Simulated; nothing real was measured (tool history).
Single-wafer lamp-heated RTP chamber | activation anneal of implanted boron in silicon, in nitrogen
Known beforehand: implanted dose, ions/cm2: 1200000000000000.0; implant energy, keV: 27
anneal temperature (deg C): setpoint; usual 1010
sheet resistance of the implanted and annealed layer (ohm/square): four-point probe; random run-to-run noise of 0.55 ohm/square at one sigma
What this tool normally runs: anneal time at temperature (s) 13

| run | day | anneal temperature (deg C) | anneal time at temperature (s) | read-back reference wafer on the same gauge, sheet resistance | sheet resistance of the implanted and annealed layer (ohm/square) |
|---|---|---|---|---|---|
| 1 | 0.000 | 998 | 13 | 87.11 | 107.37 |
| 2 | 5.179 | 998 | 13 | 87.41 | 108.08 |
| 3 | 8.721 | 1010 | 16 | 87.60 | 103.34 |
|  | 11.267 | pyrometer window cleaned and pyrometer calibrated |
| 4 | 12.750 | 1010 | 16 | 88.03 | 104.44 |
| 5 | 16.192 | 1010 | 16 | 88.55 | 104.51 |
| 6 | 19.117 | 1010 | 13 | 88.48 | 105.52 |
|  | 19.829 | gauge calibrated |
|  | 22.567 | reflector plate cleaned |
| 7 | 22.779 | 1010 | 13 | 86.03 | 101.84 |
| 8 | 24.725 | 1010 | 13 | 86.24 | 102.01 |
| 9 | 27.192 | 995 | 16 | 86.41 | 106.42 |
| 10 | 29.212 | 1031 | 21 | 86.47 | 99.11 |
|  | 30.229 | pyrometer window cleaned and pyrometer calibrated |
| 11 | 31.696 | 994 | 6 | 86.72 | 111.09 |
| 12 | 35.662 | 1039 | 13 | 87.16 | 101.13 |
| 13 | 37.771 | 1010 | 16 | 87.38 | 103.92 |
| 14 | 40.158 | 1010 | 13 | 87.62 | 104.02 |
| 15 | 42.783 | 1010 | 16 | 87.58 | 104.18 |
| 16 | 45.667 | 1037 | 11 | 87.82 | 100.85 |

Alternative continuations, all from the tool just after run 16; predict every row:
| A | 45.683 | 995 | 13 | ? | ? |
| B | 45.683 | 1028 | 19 | ? | ? |
| C | 45.683 | 1037 | 20 | ? | ? |

| run | read-back reference wafer on the same gauge, sheet resistance | sheet resistance of the implanted and annealed layer (ohm/square) |
|---|---|---|
| A | 88.07 | 109.51 |
| B | 88.07 | 102.01 |
| C | 88.07 | 101.27 |
Without the tool's hidden state the same runs would have given:
| run | sheet resistance of the implanted and annealed layer (ohm/square) |
|---|---|
| A | 107.07 |
| B | 99.75 |
| C | 99.02 |
